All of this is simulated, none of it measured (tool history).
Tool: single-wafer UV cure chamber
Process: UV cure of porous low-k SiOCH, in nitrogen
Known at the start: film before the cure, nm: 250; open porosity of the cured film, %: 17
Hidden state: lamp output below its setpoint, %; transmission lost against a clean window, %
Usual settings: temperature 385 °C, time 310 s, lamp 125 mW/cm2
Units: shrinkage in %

run,hour,temperature,time,lamp,wafers since the last listed run,hours since the UV bulbs were replaced,wafers since the quartz window was cleaned,shrinkage
1,0.0,385,310,125,0,901.5,1625,12.312
2,12.7,385,310,112,82,914.2,1707,11.717
3,21.1,385,310,112,54,922.6,1762,11.987
4,33.8,385,310,112,82,935.3,1845,12.000
5,83.9,385,310,109,326,985.4,2172,11.694
# hour 106.8: UV bulbs replaced
6,131.3,385,310,125,256,24.5,2429,12.192
7,138.7,385,310,125,48,31.9,2477,12.047
8,146.7,385,310,125,52,39.9,2529,12.168
# hour 168.4: quartz window cleaned
9,168.9,385,310,125,92,62.1,3,11.519
10,175.3,385,310,125,41,68.5,45,11.509
11,182.0,385,310,125,43,75.2,88,11.435
12,190.8,385,245,151,57,84.0,146,11.132
# hour 210.0: quartz window cleaned, repeated, since the last time left the tool worse
13,210.5,375,310,145,76,103.7,3,13.058
14,218.2,402,310,125,50,111.4,53,12.978
15,234.1,375,310,145,103,127.3,157,13.016
16,248.0,385,310,125,90,141.2,247,12.715
17,255.3,376,145,145,47,148.5,295,9.745
18,263.3,385,310,125,52,156.5,347,12.641
19,275.9,385,310,142,82,169.1,429,13.084
20,283.0,365,260,157,46,176.2,475,12.485
21,293.6,368,180,144,69,186.8,544,10.551
22,302.4,368,310,112,57,195.6,602,11.986

The tool's hidden state at each run:
lamp output below its setpoint, %: 0 in every run
H1: transmission lost against a clean window, %
run,H1
1,5.52
2,6.03
3,6.38
4,6.93
5,9.36
6,12
7,12.5
8,13
9,25.9
10,25.9
11,25.9
12,25.9
13,2.27
14,2.27
15,2.31
16,2.38
17,2.43
18,2.49
19,2.61
20,2.69
21,2.82
22,2.94

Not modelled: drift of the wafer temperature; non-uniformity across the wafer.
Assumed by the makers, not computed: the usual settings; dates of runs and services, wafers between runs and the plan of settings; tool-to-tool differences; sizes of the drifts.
